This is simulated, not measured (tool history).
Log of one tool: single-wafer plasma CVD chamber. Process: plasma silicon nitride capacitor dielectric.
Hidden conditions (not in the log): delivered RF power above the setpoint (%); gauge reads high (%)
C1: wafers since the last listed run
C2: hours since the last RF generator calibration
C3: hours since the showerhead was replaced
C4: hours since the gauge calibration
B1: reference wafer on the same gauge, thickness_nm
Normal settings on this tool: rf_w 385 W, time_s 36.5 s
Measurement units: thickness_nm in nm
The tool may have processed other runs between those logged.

Run 1, day 0.000: usual settings but rf_w 355 W, time_s 33.6 s; C1 0; C2 347.0; C3 6352.2; C4 333.9; B1 48.099. Result: thickness_nm 44.263 nm.
Run 2, day 1.833: usual settings but rf_w 355 W, time_s 33.6 s; C1 871; C2 391.0; C3 6396.2; C4 377.9; B1 48.098. Result: thickness_nm 44.185 nm.
Run 3, day 3.700: usual settings; C1 887; C2 435.8; C3 6441.0; C4 422.7; B1 48.109. Result: thickness_nm 48.729 nm.
Run 4, day 5.646: usual settings; C1 924; C2 482.5; C3 6487.7; C4 469.4; B1 48.086. Result: thickness_nm 48.651 nm.
Run 5, day 7.438: usual settings; C1 851; C2 525.5; C3 6530.7; C4 512.4; B1 48.110. Result: thickness_nm 48.586 nm.
At day 11.254: gauge calibrated.
At day 12.025: showerhead replaced.
Run 6, day 12.596: usual settings; C1 2292; C2 649.3; C3 13.7; C4 32.2; B1 48.094. Result: thickness_nm 48.764 nm.
Run 7, day 15.412: usual settings but rf_w 435 W, time_s 38.8 s; C1 1338; C2 716.9; C3 81.3; C4 99.8; B1 48.151. Result: thickness_nm 53.092 nm.
Run 8, day 18.121: usual settings but time_s 29.3 s; C1 1287; C2 781.9; C3 146.3; C4 164.8; B1 48.104. Result: thickness_nm 39.046 nm.
Run 9, day 19.625: usual settings; C1 714; C2 818.0; C3 182.4; C4 200.9; B1 48.135. Result: thickness_nm 48.347 nm.
Run 10, day 22.375: usual settings; C1 1306; C2 884.0; C3 248.4; C4 266.9; B1 48.071. Result: thickness_nm 48.157 nm.
At day 23.988: RF generator calibrated.
Run 11, day 24.217: usual settings but rf_w 410 W, time_s 43.8 s; C1 716; C2 5.5; C3 292.6; C4 311.1; B1 48.092. Result: thickness_nm 59.825 nm.
Run 12, day 27.212: usual settings but rf_w 415 W, time_s 39.1 s; C1 1423; C2 77.4; C3 364.5; C4 383.0; B1 48.026. Result: thickness_nm 53.826 nm.
Run 13, day 28.358: usual settings but time_s 40.9 s; C1 544; C2 104.9; C3 392.0; C4 410.5; B1 48.086. Result: thickness_nm 55.131 nm.
Run 14, day 30.533: usual settings but rf_w 450 W; C1 1033; C2 157.1; C3 444.2; C4 462.7; B1 48.086. Result: thickness_nm 51.002 nm.
Run 15, day 32.071: usual settings but rf_w 415 W; C1 730; C2 194.0; C3 481.1; C4 499.6; B1 48.095. Result: thickness_nm 49.973 nm.

Predict each of these 3 candidate next runs independently; none follows another, all start after run 15:
Run A, day 32.088: usual settings but rf_w 320 W; C1 7; C2 194.4; C3 481.5; C4 500.0; B1 ?. Result: thickness_nm ?.
Run B, day 32.088: usual settings but rf_w 360 W, time_s 29.5 s; C1 7; C2 194.4; C3 481.5; C4 500.0; B1 ?. Result: thickness_nm ?.
Run C, day 32.088: usual settings but rf_w 415 W, time_s 43.7 s; C1 7; C2 194.4; C3 481.5; C4 500.0; B1 ?. Result: thickness_nm ?.

run      B1  thickness_nm
  A  48.140        46.973
  B  48.140        39.013
  C  48.140        59.783
Without the tool's unlogged condition, the same runs would have read:
run  thickness_nm
  A        47.046
  B        39.074
  C        59.876
